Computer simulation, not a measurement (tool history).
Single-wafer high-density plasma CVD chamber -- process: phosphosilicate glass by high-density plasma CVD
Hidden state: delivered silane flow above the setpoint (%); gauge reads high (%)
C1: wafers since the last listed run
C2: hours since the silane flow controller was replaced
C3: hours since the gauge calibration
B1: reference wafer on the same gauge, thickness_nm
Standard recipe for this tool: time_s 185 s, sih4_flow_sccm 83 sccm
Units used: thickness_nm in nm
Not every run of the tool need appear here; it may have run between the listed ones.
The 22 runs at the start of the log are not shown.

Run 23, hour 2017.9: usual settings but time_s 162 s, sih4_flow_sccm 94 sccm; C1 1018; C2 885.2; C3 422.7; B1 1780.383. Result: thickness_nm 1501.593 nm.
Run 24, hour 2101.5: usual settings but time_s 165 s, sih4_flow_sccm 67 sccm; C1 904; C2 968.8; C3 506.3; B1 1778.892. Result: thickness_nm 1096.003 nm.
Run 25, hour 2141.7: usual settings but time_s 158 s, sih4_flow_sccm 100 sccm; C1 434; C2 1009.0; C3 546.5; B1 1778.656. Result: thickness_nm 1547.289 nm.
Run 26, hour 2320.6: usual settings but time_s 166 s, sih4_flow_sccm 92 sccm; C1 1935; C2 1187.9; C3 725.4; B1 1775.534. Result: thickness_nm 1503.993 nm.
Run 27, hour 2381.5: usual settings but time_s 219 s, sih4_flow_sccm 89 sccm; C1 658; C2 1248.8; C3 786.3; B1 1773.796. Result: thickness_nm 1914.178 nm.
Run 28, hour 2466.7: usual settings but time_s 205 s; C1 921; C2 1334.0; C3 871.5; B1 1773.131. Result: thickness_nm 1671.021 nm.
Run 29, hour 2566.5: usual settings; C1 1079; C2 1433.8; C3 971.3; B1 1772.644. Result: thickness_nm 1509.389 nm.
Run 30, hour 2609.0: usual settings but sih4_flow_sccm 72 sccm; C1 459; C2 1476.3; C3 1013.8; B1 1773.214. Result: thickness_nm 1312.599 nm.
Run 31, hour 2714.8: usual settings; C1 1144; C2 1582.1; C3 1119.6; B1 1770.206. Result: thickness_nm 1503.596 nm.
Run 32, hour 2768.9: usual settings but time_s 165 s, sih4_flow_sccm 92 sccm; C1 585; C2 1636.2; C3 1173.7; B1 1768.852. Result: thickness_nm 1479.662 nm.
Run 33, hour 2833.2: usual settings; C1 695; C2 1700.5; C3 1238.0; B1 1770.013. Result: thickness_nm 1507.861 nm.
Run 34, hour 2926.5: usual settings but time_s 215 s, sih4_flow_sccm 94 sccm; C1 1009; C2 1793.8; C3 1331.3; B1 1768.365. Result: thickness_nm 1975.160 nm.
Run 35, hour 2980.1: usual settings but time_s 197 s, sih4_flow_sccm 89 sccm; C1 579; C2 1847.4; C3 1384.9; B1 1768.462. Result: thickness_nm 1714.699 nm.
Run 36, hour 3223.3: usual settings but time_s 160 s; C1 2631; C2 2090.6; C3 1628.1; B1 1766.686. Result: thickness_nm 1296.852 nm.
Run 37, hour 3329.1: usual settings but time_s 215 s, sih4_flow_sccm 71 sccm; C1 1144; C2 2196.4; C3 1733.9; B1 1764.941. Result: thickness_nm 1503.359 nm.
Run 38, hour 3401.9: usual settings but time_s 164 s, sih4_flow_sccm 76 sccm; C1 787; C2 2269.2; C3 1806.7; B1 1765.616. Result: thickness_nm 1221.902 nm.
Run 39, hour 3459.0: usual settings; C1 617; C2 2326.3; C3 1863.8; B1 1763.588. Result: thickness_nm 1506.514 nm.

Forecast each of these 5 alternatives for the next run:
Run A, hour 3459.5: usual settings but time_s 210 s; C1 5; C2 2326.8; C3 1864.3; B1 ?. Result: thickness_nm ?.
Run B, hour 3459.5: usual settings but time_s 197 s, sih4_flow_sccm 73 sccm; C1 5; C2 2326.8; C3 1864.3; B1 ?. Result: thickness_nm ?.
Run C, hour 3459.5: usual settings but time_s 209 s, sih4_flow_sccm 88 sccm; C1 5; C2 2326.8; C3 1864.3; B1 ?. Result: thickness_nm ?.
Run D, hour 3459.5: usual settings but time_s 169 s, sih4_flow_sccm 89 sccm; C1 5; C2 2326.8; C3 1864.3; B1 ?. Result: thickness_nm ?.
Run E, hour 3459.5: usual settings but time_s 208 s, sih4_flow_sccm 75 sccm; C1 5; C2 2326.8; C3 1864.3; B1 ?. Result: thickness_nm ?.

run        B1  thickness_nm
  A  1766.161      1705.436
  B  1766.161      1412.262
  C  1766.161      1796.828
  D  1766.161      1469.031
  E  1766.161      1530.734
With the hidden condition removed and each run's random variation left untouched, the same runs would have given:
run  thickness_nm
  A      1729.860
  B      1432.488
  C      1822.561
  D      1490.070
  E      1552.657

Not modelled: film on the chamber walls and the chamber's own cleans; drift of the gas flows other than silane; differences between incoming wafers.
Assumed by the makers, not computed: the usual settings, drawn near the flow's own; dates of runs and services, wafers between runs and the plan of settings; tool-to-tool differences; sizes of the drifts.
